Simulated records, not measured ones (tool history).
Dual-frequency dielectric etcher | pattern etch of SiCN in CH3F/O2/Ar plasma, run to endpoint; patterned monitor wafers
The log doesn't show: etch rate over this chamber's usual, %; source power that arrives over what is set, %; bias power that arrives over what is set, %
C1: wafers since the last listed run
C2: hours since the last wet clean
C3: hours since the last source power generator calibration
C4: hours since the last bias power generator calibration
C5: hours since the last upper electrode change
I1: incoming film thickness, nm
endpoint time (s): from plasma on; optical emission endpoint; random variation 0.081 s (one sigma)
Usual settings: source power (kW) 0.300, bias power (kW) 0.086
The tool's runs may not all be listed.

run 1 hour=0.0 | source_power_(kW)=0.270 bias_power_(kW)=0.098 | C1=0 C2=289.4 C3=2053.0 C4=1476.1 C5=4701.1 | I1=9.26 | endpoint_time_(s)=27.7
run 2 hour=15.5 | source_power_(kW)=0.270 bias_power_(kW)=0.098 | C1=210 C2=304.9 C3=2068.5 C4=1491.6 C5=4716.6 | I1=9.28 | endpoint_time_(s)=27.9
run 3 hour=22.0 | source_power_(kW)=0.270 bias_power_(kW)=0.098 | C1=88 C2=311.4 C3=2075.0 C4=1498.1 C5=4723.1 | I1=9.24 | endpoint_time_(s)=27.8
run 4 hour=28.7 | source_power_(kW)=0.270 bias_power_(kW)=0.093 | C1=90 C2=318.1 C3=2081.7 C4=1504.8 C5=4729.8 | I1=9.37 | endpoint_time_(s)=28.4
run 5 hour=43.5 | source_power_(kW)=0.300 bias_power_(kW)=0.086 | C1=200 C2=332.9 C3=2096.5 C4=1519.6 C5=4744.6 | I1=9.22 | endpoint_time_(s)=27.3
run 6 hour=60.3 | source_power_(kW)=0.300 bias_power_(kW)=0.075 | C1=227 C2=349.7 C3=2113.3 C4=1536.4 C5=4761.4 | I1=9.30 | endpoint_time_(s)=28.6
run 7 hour=85.3 | source_power_(kW)=0.270 bias_power_(kW)=0.086 | C1=338 C2=374.7 C3=2138.3 C4=1561.4 C5=4786.4 | I1=9.32 | endpoint_time_(s)=29.3
run 8 hour=92.6 | source_power_(kW)=0.270 bias_power_(kW)=0.086 | C1=98 C2=382.0 C3=2145.6 C4=1568.7 C5=4793.7 | I1=9.39 | endpoint_time_(s)=29.4
-- hour=98.5 bias power generator calibrated
run 9 hour=102.0 | source_power_(kW)=0.270 bias_power_(kW)=0.086 | C1=73 C2=391.4 C3=2155.0 C4=3.5 C5=4803.1 | I1=9.29 | endpoint_time_(s)=29.2
-- hour=131.1 upper electrode replaced
-- hour=146.3 wet clean of the chamber
run 10 hour=146.8 | source_power_(kW)=0.360 bias_power_(kW)=0.076 | C1=76 C2=0.5 C3=2199.8 C4=48.3 C5=15.7 | I1=9.29 | endpoint_time_(s)=25.4
run 11 hour=153.7 | source_power_(kW)=0.360 bias_power_(kW)=0.076 | C1=93 C2=7.4 C3=2206.7 C4=55.2 C5=22.6 | I1=9.21 | endpoint_time_(s)=25.1
-- hour=165.1 source power generator calibrated
run 12 hour=169.4 | source_power_(kW)=0.360 bias_power_(kW)=0.076 | C1=158 C2=23.1 C3=4.3 C4=70.9 C5=38.3 | I1=9.25 | endpoint_time_(s)=25.4
run 13 hour=175.5 | source_power_(kW)=0.270 bias_power_(kW)=0.097 | C1=82 C2=29.2 C3=10.4 C4=77.0 C5=44.4 | I1=9.41 | endpoint_time_(s)=27.4
run 14 hour=187.5 | source_power_(kW)=0.370 bias_power_(kW)=0.086 | C1=162 C2=41.2 C3=22.4 C4=89.0 C5=56.4 | I1=9.33 | endpoint_time_(s)=24.5
run 15 hour=204.9 | source_power_(kW)=0.300 bias_power_(kW)=0.086 | C1=235 C2=58.6 C3=39.8 C4=106.4 C5=73.8 | I1=9.39 | endpoint_time_(s)=27.0
run 16 hour=216.5 | source_power_(kW)=0.220 bias_power_(kW)=0.102 | C1=157 C2=70.2 C3=51.4 C4=118.0 C5=85.4 | I1=9.32 | endpoint_time_(s)=29.6
run 17 hour=223.7 | source_power_(kW)=0.240 bias_power_(kW)=0.077 | C1=97 C2=77.4 C3=58.6 C4=125.2 C5=92.6 | I1=9.32 | endpoint_time_(s)=30.8
run 18 hour=245.8 | source_power_(kW)=0.300 bias_power_(kW)=0.086 | C1=299 C2=99.5 C3=80.7 C4=147.3 C5=114.7 | I1=9.40 | endpoint_time_(s)=27.2
run 19 hour=257.7 | source_power_(kW)=0.300 bias_power_(kW)=0.086 | C1=161 C2=111.4 C3=92.6 C4=159.2 C5=126.6 | I1=9.29 | endpoint_time_(s)=26.9
run 20 hour=272.6 | source_power_(kW)=0.230 bias_power_(kW)=0.096 | C1=202 C2=126.3 C3=107.5 C4=174.1 C5=141.5 | I1=9.34 | endpoint_time_(s)=29.6
run 21 hour=278.9 | source_power_(kW)=0.300 bias_power_(kW)=0.086 | C1=85 C2=132.6 C3=113.8 C4=180.4 C5=147.8 | I1=9.27 | endpoint_time_(s)=26.8
run 22 hour=291.3 | source_power_(kW)=0.340 bias_power_(kW)=0.095 | C1=168 C2=145.0 C3=126.2 C4=192.8 C5=160.2 | I1=9.35 | endpoint_time_(s)=25.0
run 23 hour=309.2 | source_power_(kW)=0.240 bias_power_(kW)=0.086 | C1=242 C2=162.9 C3=144.1 C4=210.7 C5=178.1 | I1=9.27 | endpoint_time_(s)=30.0
run 24 hour=321.7 | source_power_(kW)=0.230 bias_power_(kW)=0.093 | C1=169 C2=175.4 C3=156.6 C4=223.2 C5=190.6 | I1=9.37 | endpoint_time_(s)=30.5

How the hidden state differs across the entries between the runs, from the last listed run before each to the first after it:
Between runs 8 and 9: bias power generator calibrated (hour 98.5)
  etch rate over this chamber's usual, %: -4.17 -> -4.28
  measured less the result without the state, endpoint time (s): +1.2 -> +1.3
Between runs 9 and 10: upper electrode replaced (hour 131.1); wet clean of the chamber (hour 146.3)
  etch rate over this chamber's usual, %: -4.28 -> 0.109
  measured less the result without the state, endpoint time (s): +1.3 -> +0.0
Between runs 11 and 12: source power generator calibrated (hour 165.1)
  etch rate over this chamber's usual, %: 0.0332 -> -0.138
  measured less the result without the state, endpoint time (s): -0.1 -> +0.1
